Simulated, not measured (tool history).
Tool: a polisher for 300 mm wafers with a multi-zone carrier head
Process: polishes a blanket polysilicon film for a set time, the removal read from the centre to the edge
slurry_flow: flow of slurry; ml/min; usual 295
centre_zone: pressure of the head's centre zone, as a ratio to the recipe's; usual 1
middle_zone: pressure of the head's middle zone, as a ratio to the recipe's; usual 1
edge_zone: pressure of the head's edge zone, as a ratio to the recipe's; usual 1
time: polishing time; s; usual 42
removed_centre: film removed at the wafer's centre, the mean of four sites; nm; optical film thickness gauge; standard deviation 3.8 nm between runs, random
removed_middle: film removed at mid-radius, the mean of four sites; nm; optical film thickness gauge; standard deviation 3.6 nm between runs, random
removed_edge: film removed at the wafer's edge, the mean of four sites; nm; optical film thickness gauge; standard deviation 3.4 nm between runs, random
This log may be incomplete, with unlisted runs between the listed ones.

run	hour	slurry_flow	centre_zone	middle_zone	edge_zone	time	incoming thickness of the incoming film, nm	removed_centre	removed_middle	removed_edge
1	0	295	1	1	1	42	1864.7	257	252.1	256.5
2	18	375	1	1	1	42	1863.8	252.1	254.8	248.7
3	24.9	295	1	1	1	34	1844.9	196.6	195.9	200.2
4	49	295	1	1	1	42	1832.7	236.5	231.2	238.4
5	55.3	295	1	1	1	42	1855.7	232.2	227	238.9
# hour 67.9: worn pad replaced by a new one
6	68.4	295	1	1	1	42	1839.5	252.8	264.8	258.1
# hour 72.3: slurry nozzle cleaned
7	80.9	295	1	1	1	42	1878.9	253.7	253	251.7
# hour 102.1: carrier head's membrane replaced by a new one
8	102.6	295	1	1	1	42	1854.1	242.2	245.4	242.6
# hour 106.9: centre zone pressure recalibrated
9	113.7	295	1	1.11	1	42	1867.2	245.9	260.3	241.1
# hour 119.6: edge zone pressure recalibrated
10	121.3	230	1	1	1.04	37	1881.2	201.4	197.1	207.9
# hour 136.5: worn pad replaced by a new one
11	136.9	295	1	1	0.88	42	1846	261.9	262.9	252.4
12	144.4	295	1	1	1	42	1861.7	262.6	258.4	268.9
13	154.5	320	1	1	1	29	1850.7	174	175.8	177.6
14	163.7	385	1.08	1	1	42	1862.5	266.7	264.7	256.4
15	175.4	295	1	1	1	42	1864.3	252.3	240.8	248.7
16	190.3	295	1.07	1.05	1	42	1857.2	248.6	250.9	249.7

Here are 5 independent what-if runs from the current tool condition. What would each one return?
A	190.7	295	1	1	1	42	1886.3	?	?	?
B	190.7	295	1	1	1	50	1886.3	?	?	?
C	190.7	345	1.07	1	1	31	1886.3	?	?	?
D	190.7	295	0.89	0.93	1	52	1886.3	?	?	?
E	190.7	295	1	1.08	0.96	42	1886.3	?	?	?

run	removed_centre	removed_middle	removed_edge
A	241.5	242.4	242.3
B	287.4	288.6	288.4
C	188.2	181.5	180.8
D	280.4	284.6	300.2
E	241.6	256.9	237.3
The same runs, with their run-to-run variation unchanged, on a tool lacking any hidden condition would have given:
run	removed_centre	removed_middle	removed_edge
A	263.2	264.2	264
B	313.3	314.6	314.3
C	205.1	197.8	197.1
D	305.6	310.2	327.2
E	263.3	280	258.7

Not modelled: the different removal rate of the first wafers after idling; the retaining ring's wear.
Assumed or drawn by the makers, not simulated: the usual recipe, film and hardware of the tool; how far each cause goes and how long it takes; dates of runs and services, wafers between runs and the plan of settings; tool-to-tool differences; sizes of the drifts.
